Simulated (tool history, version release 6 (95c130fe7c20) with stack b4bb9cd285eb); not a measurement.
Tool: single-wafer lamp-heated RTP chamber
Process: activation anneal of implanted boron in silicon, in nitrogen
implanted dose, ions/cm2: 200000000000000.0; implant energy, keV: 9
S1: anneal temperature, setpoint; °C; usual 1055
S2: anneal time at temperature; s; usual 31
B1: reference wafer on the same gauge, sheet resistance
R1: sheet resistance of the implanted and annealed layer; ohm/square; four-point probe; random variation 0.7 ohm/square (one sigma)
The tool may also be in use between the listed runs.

run 1 hour=0.0 | S1=1055 S2=21 | B1=479.41 | R1=475.99
run 2 hour=6.1 | S1=1055 S2=31 | B1=479.58 | R1=473.85
run 3 hour=23.9 | S1=1055 S2=31 | B1=479.69 | R1=476.08
run 4 hour=31.6 | S1=1055 S2=31 | B1=479.82 | R1=476.27
run 5 hour=84.4 | S1=1055 S2=31 | B1=480.91 | R1=476.31
run 6 hour=92.3 | S1=1055 S2=31 | B1=481.07 | R1=475.88
run 7 hour=101.6 | S1=1055 S2=31 | B1=481.33 | R1=476.91
run 8 hour=110.9 | S1=1073 S2=31 | B1=481.63 | R1=474.14
-- hour=122.1 gauge calibrated
run 9 hour=127.1 | S1=1073 S2=31 | B1=474.61 | R1=466.03
run 10 hour=144.1 | S1=1043 S2=31 | B1=474.94 | R1=470.93
-- hour=162.3 pyrometer window cleaned and pyrometer calibrated
run 11 hour=162.8 | S1=1046 S2=31 | B1=475.41 | R1=470.71
run 12 hour=163.1 | S1=1069 S2=42 | B1=475.41 | R1=466.28
run 13 hour=170.6 | S1=1027 S2=16 | B1=475.20 | R1=476.97
run 14 hour=177.6 | S1=1035 S2=31 | B1=475.67 | R1=472.56
run 15 hour=188.1 | S1=1055 S2=31 | B1=476.19 | R1=470.76
run 16 hour=205.9 | S1=1034 S2=36 | B1=475.94 | R1=473.26
-- hour=217.3 reflector plate cleaned
run 17 hour=219.3 | S1=1079 S2=21 | B1=476.38 | R1=470.35
run 18 hour=230.8 | S1=1032 S2=18 | B1=476.43 | R1=476.93
run 19 hour=248.1 | S1=1055 S2=31 | B1=476.61 | R1=472.71
run 20 hour=300.7 | S1=1038 S2=31 | B1=478.06 | R1=474.28
run 21 hour=308.9 | S1=1079 S2=48 | B1=478.14 | R1=465.68
run 22 hour=319.2 | S1=1046 S2=45 | B1=477.98 | R1=470.12

What the log doesn't show, run by run:
true wafer temperature minus pyrometer reading, K: 0 in every run
wafer temperature error from the tarnished reflector plate, K: 0 in every run
H1: gauge reads high (%)
run=1 H1=1.13
run=2 H1=1.16
run=3 H1=1.23
run=4 H1=1.26
run=5 H1=1.47
run=6 H1=1.5
run=7 H1=1.54
run=8 H1=1.58
run=9 H1=0.124
run=10 H1=0.192
run=11 H1=0.267
run=12 H1=0.268
run=13 H1=0.298
run=14 H1=0.326
run=15 H1=0.368
run=16 H1=0.439
run=17 H1=0.493
run=18 H1=0.539
run=19 H1=0.608
run=20 H1=0.818
run=21 H1=0.851
run=22 H1=0.892

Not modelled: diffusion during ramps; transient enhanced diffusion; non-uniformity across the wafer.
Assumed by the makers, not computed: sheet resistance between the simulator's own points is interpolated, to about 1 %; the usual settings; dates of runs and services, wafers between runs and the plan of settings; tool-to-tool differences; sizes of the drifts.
